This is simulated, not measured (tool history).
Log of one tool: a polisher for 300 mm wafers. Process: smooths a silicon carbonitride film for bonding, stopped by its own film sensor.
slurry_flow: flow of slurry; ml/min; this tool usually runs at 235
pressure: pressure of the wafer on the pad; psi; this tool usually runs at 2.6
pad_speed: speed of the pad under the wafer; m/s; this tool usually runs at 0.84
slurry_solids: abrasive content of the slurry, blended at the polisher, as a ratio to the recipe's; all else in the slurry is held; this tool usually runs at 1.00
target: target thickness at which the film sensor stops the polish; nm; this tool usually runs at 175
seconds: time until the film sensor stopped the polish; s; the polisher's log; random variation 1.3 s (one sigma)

run	hour	slurry_flow	pressure	pad_speed	slurry_solids	target	incoming thickness of the incoming film, nm	seconds
1	0.0	175	2.6	0.84	1.00	175	200.3	113.0
# hour 22.7: slurry blender recalibrated
2	49.9	175	2.6	0.84	1.00	175	200.7	113.0
# hour 68.7: worn pad replaced by a new one
3	75.1	235	2.1	0.84	1.00	175	198.2	114.9
4	124.3	235	2.1	0.84	1.00	175	200.4	126.0
5	166.0	235	2.1	0.84	1.00	175	200.0	128.5
# hour 207.9: slurry nozzle cleaned
# hour 222.0: worn pad replaced by a new one
6	222.5	235	2.6	0.84	1.00	169	200.4	124.8
7	257.5	235	2.6	0.84	1.00	169	201.1	126.6
# hour 279.6: slurry blender recalibrated
8	290.6	235	2.6	0.84	1.00	169	199.1	125.1
9	362.2	235	2.6	0.84	1.00	175	203.3	120.9
# hour 384.6: worn pad replaced by a new one
10	402.6	155	3.1	0.96	1.00	170	203.1	127.2
11	427.2	295	2.1	0.84	0.90	170	202.9	161.5
# hour 442.4: head pressure recalibrated
12	498.1	270	2.9	0.84	1.25	175	197.4	72.4
# hour 532.6: worn pad replaced by a new one
# hour 540.4: slurry nozzle cleaned
13	546.7	290	3.4	0.84	1.00	180	201.8	65.1
# hour 575.8: slurry blender recalibrated
14	594.7	235	2.6	0.84	1.00	175	201.1	100.8
15	619.4	210	2.6	0.84	1.00	175	200.7	105.3
16	648.0	235	3.1	1.08	1.25	175	204.2	81.6
# hour 661.5: worn pad replaced by a new one
17	687.9	260	2.6	0.84	1.00	175	201.1	102.8
18	754.5	235	2.1	0.84	1.00	175	199.5	121.3

Selected run-to-run steps in seconds, each split into two signed amounts: the part the tool would show with no hidden state at all (from settings, incoming material and random variation), and the remainder, which goes to the hidden state together with any gauge scatter not common to the measured and the hidden-state-free results:
The hidden state here: removal rate lost through wear of the pad, %; slurry flow missing at the pad, %; deviation of the head's pressure from its setpoint, %; abrasive missing from the slurry, %.
Run 11 -> 12: slurry_flow 295 -> 270, pressure 2.1 -> 2.9, slurry_solids 0.90 -> 1.25, target 170 -> 175, head pressure recalibrated. seconds -89.1 s: hidden state -14.6, all else -74.5.
